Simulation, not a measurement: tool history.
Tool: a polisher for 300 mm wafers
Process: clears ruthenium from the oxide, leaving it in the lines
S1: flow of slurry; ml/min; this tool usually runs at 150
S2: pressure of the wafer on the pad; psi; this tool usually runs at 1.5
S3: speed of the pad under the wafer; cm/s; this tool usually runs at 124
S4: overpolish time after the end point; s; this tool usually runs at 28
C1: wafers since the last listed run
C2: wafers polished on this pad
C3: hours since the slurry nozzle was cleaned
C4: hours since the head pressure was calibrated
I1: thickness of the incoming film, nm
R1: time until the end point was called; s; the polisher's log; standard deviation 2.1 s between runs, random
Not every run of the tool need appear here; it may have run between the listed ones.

run,hour,S1,S2,S3,S4,C1,C2,C3,C4,I1,R1
1,0,120,1.2,124,28,0,542,207.5,678.9,149.6,175.6
2,6.8,120,1.2,124,28,63,606,214.3,685.7,150.1,181.6
3,13.6,180,1.5,124,28,63,669,221.1,692.5,150,137.4
# hour 26.7: worn pad replaced by a new one
4,29.7,150,1.7,124,28,113,28,237.2,708.6,149.1,120.1
5,39.2,150,1.5,124,28,88,116,246.7,718.1,152.3,130.8
6,56.7,150,1.5,124,28,163,280,264.2,735.6,151.5,136
7,71.3,150,1.5,124,28,136,416,278.8,750.2,148.2,135
8,84.5,125,1.5,124,28,123,540,292,763.4,150,141.5
# hour 105.8: worn pad replaced by a new one
9,106.3,125,1.5,124,28,166,4,313.8,785.2,148.5,134.6
10,112.2,150,1.5,124,28,55,59,319.7,791.1,152,138
11,127.2,150,1.5,124,28,140,200,334.7,806.1,150,132.8
12,135.3,150,1.5,124,28,75,275,342.8,814.2,147.8,131.2
13,173.5,150,1.5,124,28,356,632,381,852.4,148.8,140.3
14,180.5,150,1.5,124,28,65,697,388,859.4,150.7,145
# hour 182.9: head pressure recalibrated
# hour 191.1: worn pad replaced by a new one
15,196.4,150,1.5,124,28,92,49,403.9,13.5,147.9,130.6
16,210.6,125,1.1,110,28,132,182,418.1,27.7,149.7,199.1
17,226.2,175,1.5,146,28,145,327,433.7,43.3,149.5,113.1
18,235.6,150,1.2,102,17,87,415,443.1,52.7,150.5,195.8
19,245.6,125,1.5,124,28,93,509,453.1,62.7,151.6,143.4
# hour 262.1: worn pad replaced by a new one
20,263.4,125,1.5,124,39,128,11,470.9,80.5,149.9,134.7
21,271.9,150,1.5,124,28,79,91,479.4,89,149.4,134.8
22,294.4,175,1.5,148,11,210,301,501.9,111.5,147,108.2
23,308,150,1.8,86,45,127,428,515.5,125.1,150.1,159.8
# hour 318.1: slurry nozzle cleaned
24,322.9,195,1.7,166,40,129,558,4.8,140,151.3,88.2
25,332.8,150,1.3,104,28,92,650,14.7,149.9,148.8,180.8
26,339.8,120,1.2,84,37,65,716,21.7,156.9,147.1,254.7
# hour 351.2: worn pad replaced by a new one
27,351.7,150,1.5,102,18,73,4,33.6,168.8,149.6,161
28,358,175,1.2,124,42,58,63,39.9,175.1,150.3,156.6
29,375.6,150,1.5,124,28,164,228,57.5,192.7,149.9,132.8
30,386,150,1.5,124,28,97,325,67.9,203.1,151.8,138.7
31,402.2,150,1.5,124,28,151,476,84.1,219.3,150,137.4

For each entry between runs, how does the tool's hidden state at the last listed run before it compare with that at the first listed run after it?
Logged between run 3 and run 4: worn pad replaced by a new one (hour 26.7)
  removal rate lost through wear of the pad, %: 6.3 -> 0.0638
  measured less the result without the state, R1: +8.6 -> +0.1 s
Logged between run 8 and run 9: worn pad replaced by a new one (hour 105.8)
  removal rate lost through wear of the pad, %: 3.78 -> 0.768
  measured less the result without the state, R1: +5.3 -> +1 s
Logged between run 14 and run 15: head pressure recalibrated (hour 182.9); worn pad replaced by a new one (hour 191.1)
  removal rate lost through wear of the pad, %: 6.99 -> 0.351
  measured less the result without the state, R1: +10.1 -> +0.5 s
Logged between run 19 and run 20: worn pad replaced by a new one (hour 262.1)
  removal rate lost through wear of the pad, %: 3.63 -> 0.312
  measured less the result without the state, R1: +5.2 -> +0.5 s
Logged between run 23 and run 24: slurry nozzle cleaned (hour 318.1)
  removal rate lost through wear of the pad, %: 2.66 -> 4.43
  measured less the result without the state, R1: +4.3 -> +3.9 s
Logged between run 26 and run 27: worn pad replaced by a new one (hour 351.2)
  removal rate lost through wear of the pad, %: 7.04 -> 0.316
  measured less the result without the state, R1: +18 -> +0.5 s
